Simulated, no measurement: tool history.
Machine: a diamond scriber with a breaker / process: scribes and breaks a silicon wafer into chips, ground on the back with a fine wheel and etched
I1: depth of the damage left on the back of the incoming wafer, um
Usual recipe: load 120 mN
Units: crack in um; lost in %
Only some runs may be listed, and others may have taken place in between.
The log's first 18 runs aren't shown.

-- hour=203.6 load on the tip recalibrated
run 19 hour=217.3 | load=148 | I1=0.35 | crack=11.62 lost=2.64
-- hour=236.2 diamond tip replaced by a new one
run 20 hour=247.2 | load=152 | I1=0.62 | crack=11.62 lost=2.97
run 21 hour=260.4 | load=120 | I1=0.56 | crack=10.45 lost=0.71
run 22 hour=271.2 | load=120 | I1=0.78 | crack=10.3 lost=0.77
run 23 hour=288.5 | load=108 | I1=0.3 | crack=9.44 lost=1.2
run 24 hour=303.5 | load=120 | I1=0.52 | crack=10.25 lost=0.65
run 25 hour=318.2 | load=120 | I1=0.58 | crack=10.03 lost=0.75
run 26 hour=364.6 | load=95 | I1=0.76 | crack=9.18 lost=3.49
run 27 hour=381.9 | load=137 | I1=0.75 | crack=10.57 lost=1.07
run 28 hour=411.5 | load=91 | I1=0.69 | crack=8.58 lost=4.6
run 29 hour=420.8 | load=140 | I1=0.62 | crack=10.8 lost=1.18
run 30 hour=437.9 | load=135 | I1=0.48 | crack=10.64 lost=0.88

What if the next run were any one of these 4? Each begins from the tool's condition after run 30:
run A hour=438.6 | load=144 | I1=0.66 | crack=? lost=?
run B hour=438.6 | load=150 | I1=0.66 | crack=? lost=?
run C hour=438.6 | load=154 | I1=0.66 | crack=? lost=?
run D hour=438.6 | load=98 | I1=0.66 | crack=? lost=?

run=A crack=11.2 lost=1.39
run=B crack=11.46 lost=1.89
run=C crack=11.64 lost=2.29
run=D crack=9.1 lost=3.5
With no hidden state in the tool, these same runs would have given:
run=A crack=11.58 lost=2.16
run=B crack=11.85 lost=2.86
run=C crack=12.03 lost=3.38
run=D crack=9.4 lost=2.37

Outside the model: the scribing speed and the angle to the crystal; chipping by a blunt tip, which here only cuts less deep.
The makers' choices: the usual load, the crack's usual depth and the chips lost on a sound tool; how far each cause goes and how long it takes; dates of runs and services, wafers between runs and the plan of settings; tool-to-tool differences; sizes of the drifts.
